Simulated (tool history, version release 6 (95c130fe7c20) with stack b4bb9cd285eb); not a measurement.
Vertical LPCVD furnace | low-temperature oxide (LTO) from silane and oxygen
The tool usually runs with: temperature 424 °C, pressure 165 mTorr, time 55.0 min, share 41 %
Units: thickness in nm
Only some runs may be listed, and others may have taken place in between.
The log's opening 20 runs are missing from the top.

run     day  temperature  pressure  time  share  read-back reference wafer on the same gauge, thickness  thickness
 21   9.304          424       165  38.5     41                                                  580.54     372.07
 22   9.808          414       190  45.0     43                                                  579.71     480.37
 23  10.254          432       185  55.0     41                                                  580.27     645.95
     11.471  -- pressure gauge zeroed
 24  11.492          424       165  64.0     41                                                  580.08     623.56
 25  12.017          424       155  62.0     35                                                  579.98     475.03
 26  12.671          424       165  62.0     36                                                  580.10     518.86
 27  13.029          424       200  66.5     41                                                  579.73     781.41
 28  13.746          413       165  55.0     41                                                  579.61     478.24
 29  14.217          424       135  69.0     45                                                  579.87     605.13
 30  14.521          424       165  34.5     41                                                  580.07     336.43
 31  14.971          424       165  55.0     35                                                  579.68     444.46
 32  15.262          424       165  55.0     41                                                  580.13     538.52

Branching from run 32: 3 alternative next runs. What would each branch give?
  A  15.442          424       165  60.5     41                                                       ?          ?
  B  15.442          424       135  61.0     44                                                       ?          ?
  C  15.442          424       165  42.5     41                                                       ?          ?

run  read-back reference wafer on the same gauge, thickness  thickness
  A                                                  580.51     587.92
  B                                                  580.51     521.45
  C                                                  580.51     413.00
Without the tool's hidden state the same runs would have given:
run  thickness
  A     587.92
  B     521.45
  C     413.00
